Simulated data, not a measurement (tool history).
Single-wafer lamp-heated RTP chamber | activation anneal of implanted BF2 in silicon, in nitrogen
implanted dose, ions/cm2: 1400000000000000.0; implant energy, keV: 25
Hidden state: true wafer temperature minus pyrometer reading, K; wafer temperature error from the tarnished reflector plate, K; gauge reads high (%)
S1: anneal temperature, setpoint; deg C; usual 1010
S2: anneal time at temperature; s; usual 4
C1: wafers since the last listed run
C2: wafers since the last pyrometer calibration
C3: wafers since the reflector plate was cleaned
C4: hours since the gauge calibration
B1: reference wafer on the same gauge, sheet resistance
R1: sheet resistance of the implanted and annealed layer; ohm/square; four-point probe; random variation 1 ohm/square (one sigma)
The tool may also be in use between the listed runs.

run	hour	S1	S2	C1	C2	C3	C4	B1	R1
1	0.0	1010	4	0	3432	12265	32.3	156.07	176.61
# hour 2.8: pyrometer window cleaned and pyrometer calibrated
2	17.4	1010	4	228	228	12493	49.7	156.50	190.40
3	34.8	1010	4	271	499	12764	67.1	156.23	188.12
4	48.4	1010	6	211	710	12976	80.7	156.01	183.05
5	58.1	1010	6	151	862	13127	90.4	155.71	184.23
6	72.2	1010	6	219	1081	13347	104.5	155.99	184.16
7	87.0	996	4	230	1312	13577	119.3	156.22	202.91
# hour 99.4: reflector plate cleaned
8	100.9	996	4	91	1404	23	133.2	155.83	202.63
9	110.3	996	4	146	1550	170	142.6	156.01	202.26
# hour 114.0: gauge calibrated
10	127.4	991	4	266	1817	436	13.4	155.84	206.32
11	133.4	1010	4	93	1910	529	19.4	155.98	186.75
12	150.2	1010	4	261	2172	791	36.2	156.45	185.23
13	163.3	1036	3	204	2376	995	49.3	155.89	164.95
14	171.0	1010	4	119	2496	1115	57.0	156.14	182.94
15	188.2	985	5	267	2764	1383	74.2	156.03	204.24
16	202.1	981	4	216	2980	1600	88.1	156.15	208.78
# hour 222.4: pyrometer window cleaned and pyrometer calibrated
17	222.9	1010	4	199	7	1799	108.9	155.82	190.68
18	230.9	981	4	124	132	1924	116.9	156.34	217.24
19	241.6	998	4	166	299	2090	127.6	155.96	202.46
20	250.3	1010	4	135	434	2226	136.3	156.11	188.86
21	262.7	1035	3	193	627	2419	148.7	156.04	171.32
22	270.7	996	6	124	752	2544	156.7	155.81	195.41
23	277.9	1036	5	112	864	2656	163.9	155.84	158.88
# hour 288.1: gauge calibrated
24	292.7	1023	3	230	1095	2886	4.6	155.97	180.88
25	308.4	1010	4	244	1339	3131	20.3	156.39	187.72

4 ways to go on from here, each from the tool as it stands after run 25. What would each give?
A	308.8	1010	4	6	1345	3137	20.7	?	?
B	308.8	1021	3	6	1345	3137	20.7	?	?
C	308.8	985	3	6	1345	3137	20.7	?	?
D	308.8	990	3	6	1345	3137	20.7	?	?

run	B1	R1
A	155.96	186.69
B	155.96	180.28
C	155.96	214.58
D	155.96	209.46
Without the tool's hidden state the same runs would have given:
run	R1
A	189.76
B	183.25
C	217.95
D	212.66
